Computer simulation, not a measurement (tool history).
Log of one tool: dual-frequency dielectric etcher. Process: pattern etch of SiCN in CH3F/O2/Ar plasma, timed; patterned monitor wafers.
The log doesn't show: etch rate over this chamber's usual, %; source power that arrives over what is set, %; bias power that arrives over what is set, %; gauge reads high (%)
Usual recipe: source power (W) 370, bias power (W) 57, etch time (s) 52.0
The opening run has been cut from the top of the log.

run	hour	source power (W)	bias power (W)	etch time (s)	wafers since the last listed run	hours since the last wet clean	hours since the last source power generator calibration	hours since the last bias power generator calibration	hours since the last upper electrode change	hours since the gauge calibration	read-back reference wafer on the same gauge, depth_nm	mean etch depth across the wafer (angstrom)
2	25.0	370	57	52.0	393	392.4	3732.4	821.1	3390.8	1362.1	20.14	175.2
# hour 84.2: wet clean of the chamber
3	84.7	370	57	52.0	562	0.5	3792.1	880.8	3450.5	1421.8	20.13	174.8
4	95.2	370	57	52.0	165	11.0	3802.6	891.3	3461.0	1432.3	20.11	175.4
5	135.5	370	57	52.0	634	51.3	3842.9	931.6	3501.3	1472.6	20.14	175.1
# hour 186.3: gauge calibrated
6	204.9	370	57	52.0	1093	120.7	3912.3	1001.0	3570.7	18.6	20.05	177.6
# hour 218.4: source power generator calibrated
7	267.0	370	57	52.0	915	182.8	48.6	1063.1	3632.8	80.7	20.06	175.1
# hour 292.3: upper electrode replaced
8	322.5	370	57	52.0	496	238.3	104.1	1118.6	30.2	136.2	20.08	177.5
9	373.4	420	57	63.5	801	289.2	155.0	1169.5	81.1	187.1	20.15	222.3
10	398.1	370	53	58.0	389	313.9	179.7	1194.2	105.8	211.8	20.09	192.1
11	429.0	370	57	52.0	486	344.8	210.6	1225.1	136.7	242.7	20.13	176.3
12	480.6	400	65	52.0	812	396.4	262.2	1276.7	188.3	294.3	20.15	185.7
# hour 535.1: wet clean of the chamber
13	535.6	320	45	52.0	488	0.5	317.2	1331.7	243.3	349.3	20.10	163.1
14	555.6	370	57	52.0	315	20.5	337.2	1351.7	263.3	369.3	20.11	175.7
15	599.1	370	63	52.0	685	64.0	380.7	1395.2	306.8	412.8	20.07	178.8
16	659.6	280	49	52.0	953	124.5	441.2	1455.7	367.3	473.3	20.14	160.4
17	706.1	370	57	37.5	732	171.0	487.7	1502.2	413.8	519.8	20.07	126.3
18	745.7	370	51	40.0	623	210.6	527.3	1541.8	453.4	559.4	20.04	133.3
19	799.0	370	66	63.0	839	263.9	580.6	1595.1	506.7	612.7	20.10	219.1
20	856.2	460	57	61.0	901	321.1	637.8	1652.3	563.9	669.9	20.07	216.3
# hour 869.0: bias power generator calibrated
21	919.3	430	43	40.0	931	384.2	700.9	50.3	627.0	733.0	20.15	133.2
# hour 945.1: wet clean of the chamber
22	954.8	370	57	52.0	181	9.7	736.4	85.8	662.5	768.5	20.08	176.0
23	994.7	370	62	66.0	628	49.6	776.3	125.7	702.4	808.4	20.10	225.8
24	1066.4	440	47	59.0	1129	121.3	848.0	197.4	774.1	880.1	20.11	200.3

What does the tool deliver on the next run?
25	1118.1	330	50	56.0	814	173.0	899.7	249.1	825.8	931.8	?	?

{"run 25": {"read-back reference wafer on the same gauge, depth_nm": 20.1, "mean etch depth across the wafer (angstrom)": 178.9}}
Minus the tool's unlogged condition, the same run would have read mean etch depth across the wafer (angstrom) 178.9.
